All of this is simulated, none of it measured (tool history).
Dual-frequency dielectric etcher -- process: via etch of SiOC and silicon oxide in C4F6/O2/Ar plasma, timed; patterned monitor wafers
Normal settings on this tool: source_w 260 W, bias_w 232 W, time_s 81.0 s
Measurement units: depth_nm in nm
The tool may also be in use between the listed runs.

run   hour  source_w  bias_w  time_s  read-back reference wafer on the same gauge, depth_nm  depth_nm
  1    0.0       260     262    81.0                                                   69.4      93.6
  2   53.3       260     262    81.0                                                   69.4      94.2
      86.4  -- wet clean of the chamber
  3  116.6       260     262    81.0                                                   69.5      89.5
  4  183.8       260     232    81.0                                                   69.5      84.2
  5  224.3       260     232    81.0                                                   69.5      85.0
     269.6  -- source power generator calibrated
  6  270.1       260     232    81.0                                                   69.4      84.9
  7  326.5       260     232    81.0                                                   69.4      85.8
     398.4  -- upper electrode replaced
  8  398.9       260     232    81.0                                                   69.5      85.4
  9  438.4       260     232    81.0                                                   69.5      86.2
 10  482.8       260     210    81.0                                                   69.5      81.6
 11  521.9       200     232    96.5                                                   69.5      87.0
 12  553.0       260     232    81.0                                                   69.5      87.2

Run 13 has not been measured yet. What should we expect?
     607.2  -- bias power generator calibrated
     613.9  -- wet clean of the chamber
 13  614.8       260     232   101.5                                                      ?         ?

read-back reference wafer on the same gauge, depth_nm: 69.6
depth_nm: 105.1 nm
With the hidden condition absent and the run-to-run variation left alone, this run would have shown depth_nm 105.5 nm.

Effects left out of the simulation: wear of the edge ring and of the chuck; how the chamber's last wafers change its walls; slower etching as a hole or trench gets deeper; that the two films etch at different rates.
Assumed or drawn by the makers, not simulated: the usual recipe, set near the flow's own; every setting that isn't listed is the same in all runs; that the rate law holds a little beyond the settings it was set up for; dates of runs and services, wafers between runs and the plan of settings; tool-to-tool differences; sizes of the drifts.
